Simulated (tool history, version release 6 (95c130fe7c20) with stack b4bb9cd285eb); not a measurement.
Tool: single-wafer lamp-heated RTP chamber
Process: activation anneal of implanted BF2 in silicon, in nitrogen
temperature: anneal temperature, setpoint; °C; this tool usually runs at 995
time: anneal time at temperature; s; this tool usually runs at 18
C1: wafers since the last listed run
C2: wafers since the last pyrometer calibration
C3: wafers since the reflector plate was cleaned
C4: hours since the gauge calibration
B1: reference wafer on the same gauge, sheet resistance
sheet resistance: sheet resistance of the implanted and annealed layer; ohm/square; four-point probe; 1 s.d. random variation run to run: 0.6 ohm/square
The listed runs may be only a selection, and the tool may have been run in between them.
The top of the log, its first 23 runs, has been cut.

Run 24, day 58.479: usual settings; C1 592; C2 5523; C3 5523; C4 147.1; B1 143.65. Result: sheet resistance 170.07 ohm/square.
Run 25, day 59.488: usual settings but time 10 s; C1 403; C2 5927; C3 5927; C4 171.3; B1 143.64. Result: sheet resistance 179.15 ohm/square.
Run 26, day 61.371: usual settings; C1 754; C2 6681; C3 6681; C4 216.5; B1 143.56. Result: sheet resistance 170.13 ohm/square.
At day 63.617: reflector plate cleaned.
Run 27, day 64.158: usual settings but temperature 967 °C, time 12 s; C1 982; C2 7664; C3 216; C4 283.4; B1 144.1. Result: sheet resistance 210.79 ohm/square.
Run 28, day 66.2: usual settings but temperature 1020 °C, time 10 s; C1 817; C2 8482; C3 1034; C4 332.4; B1 144.28. Result: sheet resistance 155.31 ohm/square.
At day 66.625: pyrometer window cleaned and pyrometer calibrated.
Run 29, day 68.454: usual settings but time 12 s; C1 769; C2 733; C3 1804; C4 386.5; B1 144.12. Result: sheet resistance 177.94 ohm/square.
Run 30, day 70.175: usual settings; C1 689; C2 1422; C3 2493; C4 427.8; B1 144.31. Result: sheet resistance 169.29 ohm/square.
Run 31, day 72.446: usual settings but temperature 1020 °C, time 11 s; C1 909; C2 2331; C3 3402; C4 482.3; B1 144.53. Result: sheet resistance 154.09 ohm/square.
Run 32, day 73.529: usual settings but temperature 1008 °C, time 8 s; C1 433; C2 2765; C3 3836; C4 508.3; B1 144.46. Result: sheet resistance 171.12 ohm/square.
Run 33, day 75.112: usual settings; C1 634; C2 3399; C3 4470; C4 546.3; B1 144.45. Result: sheet resistance 170.36 ohm/square.
Run 34, day 83.471: usual settings but temperature 1019 °C, time 12 s; C1 3347; C2 6747; C3 7818; C4 746.9; B1 145.13. Result: sheet resistance 153.9 ohm/square.
At day 84.879: reflector plate cleaned.
Run 35, day 85.325: usual settings but temperature 984 °C, time 13 s; C1 609; C2 7356; C3 177; C4 791.4; B1 145. Result: sheet resistance 191.53 ohm/square.

5 ways to go on from here, each from the tool as it stands after run 35. What would each give?
Run A, day 85.342: usual settings but temperature 1014 °C; C1 6; C2 7363; C3 184; C4 791.8; B1 ?. Result: sheet resistance ?.
Run B, day 85.342: usual settings but temperature 1014 °C, time 28 s; C1 6; C2 7363; C3 184; C4 791.8; B1 ?. Result: sheet resistance ?.
Run C, day 85.342: usual settings but temperature 1006 °C, time 10 s; C1 6; C2 7363; C3 184; C4 791.8; B1 ?. Result: sheet resistance ?.
Run D, day 85.342: usual settings but temperature 982 °C, time 12 s; C1 6; C2 7363; C3 184; C4 791.8; B1 ?. Result: sheet resistance ?.
Run E, day 85.342: usual settings but temperature 966 °C, time 11 s; C1 6; C2 7363; C3 184; C4 791.8; B1 ?. Result: sheet resistance ?.

run      B1  sheet resistance
  A  145.27            152.49
  B  145.27            144.51
  C  145.27            170.93
  D  145.27            195.36
  E  145.27            216.84
With the hidden condition removed and each run's random variation left untouched, the same runs would have given:
run  sheet resistance
  A            150.21
  B            142.34
  C            168.37
  D            192.43
  E            213.59
